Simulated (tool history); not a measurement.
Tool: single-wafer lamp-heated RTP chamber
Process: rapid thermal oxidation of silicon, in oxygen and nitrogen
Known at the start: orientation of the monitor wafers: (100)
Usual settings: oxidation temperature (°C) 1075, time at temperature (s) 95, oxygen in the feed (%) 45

run   hour  oxidation temperature (°C)  time at temperature (s)  oxygen in the feed (%)  read-back reference wafer on the same gauge, thickness  oxide thickness on the monitor wafer (angstrom)
  1    0.0                        1085                       95                      45                                                   7.158                                            95.45
  2   28.7                        1085                       95                      45                                                   7.171                                            96.84
  3   64.0                        1085                       95                      45                                                   7.158                                            96.32
  4   82.1                        1075                       85                      45                                                   7.158                                            86.56
  5  109.0                        1075                       85                      45                                                   7.158                                            86.54
     144.7  -- pyrometer window cleaned and pyrometer calibrated
  6  145.2                        1075                       95                      58                                                   7.162                                            96.83
  7  160.5                        1075                       95                      45                                                   7.154                                            88.26
  8  192.6                        1075                       95                      45                                                   7.165                                            89.49
  9  205.9                        1075                       95                      68                                                   7.155                                           103.59
 10  231.3                        1075                       95                      45                                                   7.164                                            90.08
 11  245.2                        1075                       95                      45                                                   7.159                                            91.37
     274.9  -- gauge calibrated
 12  277.6                        1087                      136                      67                                                   7.155                                           133.84
     287.4  -- oxygen flow controller replaced
 13  312.0                        1103                      123                      62                                                   7.168                                           136.94
 14  345.6                        1100                      109                      58                                                   7.159                                           124.94
 15  377.0                        1075                       73                      45                                                   7.159                                            80.59
     396.3  -- pyrometer window cleaned and pyrometer calibrated
 16  407.0                        1056                       57                      36                                                   7.162                                            57.79
 17  423.8                        1047                       95                      35                                                   7.157                                            66.92
 18  445.6                        1075                       95                      68                                                   7.164                                           103.76
 19  467.6                        1075                       95                      45                                                   7.158                                            90.03
 20  482.8                        1075                      128                      45                                                   7.158                                           103.66
 21  510.0                        1085                       95                      45                                                   7.169                                            96.75
 22  526.9                        1059                       71                      25                                                   7.159                                            58.28

4 ways to go on from here, each from the tool as it stands after run 22. What would each give?
  A  527.3                        1075                       95                      45                                                       ?                                                ?
  B  527.3                        1061                      125                      21                                                       ?                                                ?
  C  527.3                        1075                      116                      45                                                       ?                                                ?
  D  527.3                        1100                       95                      32                                                       ?                                                ?

run  read-back reference wafer on the same gauge, thickness  oxide thickness on the monitor wafer (angstrom)
  A                                                   7.161                                            90.78
  B                                                   7.161                                            71.44
  C                                                   7.161                                            99.41
  D                                                   7.161                                            94.20
Without the tool's hidden state the same runs would have given:
run  oxide thickness on the monitor wafer (angstrom)
  A                                            87.54
  B                                            68.86
  C                                            95.85
  D                                            90.98

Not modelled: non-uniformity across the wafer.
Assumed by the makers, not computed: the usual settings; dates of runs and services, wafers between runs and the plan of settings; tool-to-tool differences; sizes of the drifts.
